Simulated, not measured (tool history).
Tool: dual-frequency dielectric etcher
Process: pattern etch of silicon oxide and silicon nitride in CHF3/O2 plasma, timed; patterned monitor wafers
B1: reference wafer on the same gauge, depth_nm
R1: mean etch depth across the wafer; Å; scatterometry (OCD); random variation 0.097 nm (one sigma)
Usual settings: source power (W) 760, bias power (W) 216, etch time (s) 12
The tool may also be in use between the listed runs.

run 1 day=0 | source_power_(W)=760 bias_power_(W)=216 etch_time_(s)=12 | B1=17.01 | R1=203.8
run 2 day=0.254 | source_power_(W)=760 bias_power_(W)=216 etch_time_(s)=12 | B1=17.01 | R1=204.4
run 3 day=0.604 | source_power_(W)=760 bias_power_(W)=216 etch_time_(s)=12 | B1=16.99 | R1=205
run 4 day=0.962 | source_power_(W)=760 bias_power_(W)=216 etch_time_(s)=12 | B1=17 | R1=203.3
run 5 day=1.521 | source_power_(W)=880 bias_power_(W)=216 etch_time_(s)=12 | B1=16.99 | R1=217.5
run 6 day=2.021 | source_power_(W)=880 bias_power_(W)=216 etch_time_(s)=12 | B1=17.02 | R1=219.3
run 7 day=2.708 | source_power_(W)=760 bias_power_(W)=216 etch_time_(s)=12 | B1=17.01 | R1=204.4
run 8 day=3.946 | source_power_(W)=830 bias_power_(W)=216 etch_time_(s)=10 | B1=17.03 | R1=177.2
run 9 day=3.962 | source_power_(W)=710 bias_power_(W)=183 etch_time_(s)=9.5 | B1=16.99 | R1=151.2
run 10 day=4.167 | source_power_(W)=760 bias_power_(W)=216 etch_time_(s)=12 | B1=17 | R1=205
run 11 day=4.454 | source_power_(W)=880 bias_power_(W)=216 etch_time_(s)=12 | B1=16.99 | R1=219
run 12 day=5.042 | source_power_(W)=890 bias_power_(W)=239 etch_time_(s)=12 | B1=17 | R1=226.4
run 13 day=6.325 | source_power_(W)=640 bias_power_(W)=216 etch_time_(s)=9.5 | B1=17.01 | R1=147
run 14 day=6.338 | source_power_(W)=700 bias_power_(W)=216 etch_time_(s)=12 | B1=16.99 | R1=192.4
run 15 day=6.962 | source_power_(W)=760 bias_power_(W)=174 etch_time_(s)=14.5 | B1=17.01 | R1=226.6
run 16 day=7.675 | source_power_(W)=760 bias_power_(W)=216 etch_time_(s)=13 | B1=17.01 | R1=215.7
run 17 day=8.296 | source_power_(W)=910 bias_power_(W)=241 etch_time_(s)=10 | B1=17 | R1=187.4

Taken out of this log: 5 entries between the listed runs. Where each belongs, and how the hidden state differs across it:
Between runs 7 and 8: bias power generator calibrated (day 3.779); upper electrode replaced (day 3.925)
  etch rate over this chamber's usual, %: 3.3 -> 3.67
  measured less the result without the state, R1: +6.5 -> +6.3 Å
Between runs 9 and 10: source power generator calibrated (day 4.146)
  etch rate over this chamber's usual, %: 3.67 -> 3.74
  measured less the result without the state, R1: +5.4 -> +7.4 Å
Between runs 10 and 11: gauge calibrated (day 4.271)
  etch rate over this chamber's usual, %: 3.74 -> 3.82
  measured less the result without the state, R1: +7.4 -> +8.1 Å
Between runs 12 and 13: wet clean of the chamber (day 6.304)
  etch rate over this chamber's usual, %: 4 -> 0.262
  measured less the result without the state, R1: +8.7 -> +0.4 Å
